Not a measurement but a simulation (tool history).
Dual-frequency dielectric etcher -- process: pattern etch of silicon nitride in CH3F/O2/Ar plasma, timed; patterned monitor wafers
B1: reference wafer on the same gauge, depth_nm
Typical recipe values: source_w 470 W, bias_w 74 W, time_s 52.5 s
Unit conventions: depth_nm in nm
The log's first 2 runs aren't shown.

Run 3, hour 57.7: usual settings but bias_w 85 W; B1 45.65. Result: depth_nm 42.87 nm.
Run 4, hour 81.4: usual settings but bias_w 85 W; B1 45.73. Result: depth_nm 42.85 nm.
Run 5, hour 116.4: usual settings; B1 45.67. Result: depth_nm 41.4 nm.
Run 6, hour 151.3: usual settings; B1 45.74. Result: depth_nm 41.5 nm.
Run 7, hour 169.6: usual settings; B1 45.82. Result: depth_nm 41.77 nm.
Run 8, hour 194: usual settings; B1 45.76. Result: depth_nm 41.79 nm.
Run 9, hour 224.1: usual settings; B1 45.69. Result: depth_nm 41.95 nm.
Run 10, hour 237.4: usual settings but bias_w 69 W; B1 45.68. Result: depth_nm 41.18 nm.
At hour 243: source power generator calibrated.
Run 11, hour 253.7: usual settings but bias_w 69 W; B1 45.63. Result: depth_nm 41.39 nm.
Run 12, hour 287.4: usual settings; B1 45.66. Result: depth_nm 42.5 nm.
At hour 313.1: gauge calibrated.
Run 13, hour 316.8: usual settings; B1 45.65. Result: depth_nm 42.26 nm.
At hour 363.3: wet clean of the chamber.
Run 14, hour 363.8: usual settings but time_s 43 s; B1 45.66. Result: depth_nm 33.06 nm.
Run 15, hour 375.8: usual settings but source_w 390 W; B1 45.65. Result: depth_nm 37.61 nm.
At hour 405.1: upper electrode replaced.
Run 16, hour 405.6: usual settings but source_w 400 W, time_s 46.5 s; B1 45.68. Result: depth_nm 33.62 nm.
Run 17, hour 417.6: usual settings but time_s 39.5 s; B1 45.69. Result: depth_nm 30.42 nm.
Run 18, hour 441.8: usual settings but bias_w 61 W, time_s 44.5 s; B1 45.63. Result: depth_nm 32.7 nm.
Run 19, hour 459.4: usual settings but source_w 440 W, bias_w 79 W, time_s 44.5 s; B1 45.71. Result: depth_nm 34.25 nm.
Run 20, hour 487.2: usual settings but source_w 370 W, bias_w 61 W, time_s 57 s; B1 45.72. Result: depth_nm 38.16 nm.
Run 21, hour 505.7: usual settings but bias_w 69 W, time_s 65 s; B1 45.8. Result: depth_nm 50.01 nm.
Run 22, hour 522.9: usual settings but bias_w 65 W, time_s 59.5 s; B1 45.69. Result: depth_nm 44.84 nm.

Run 23 is up next; what results do you expect?
Run 23, hour 542.7: usual settings but bias_w 69 W, time_s 40 s; B1 ?. Result: depth_nm ?.

For run 23 the tool returned B1 45.75, depth_nm 30.76 nm.
Were there no unlogged condition in the tool, this run, its random variation unchanged, would have produced depth_nm 30.35 nm.
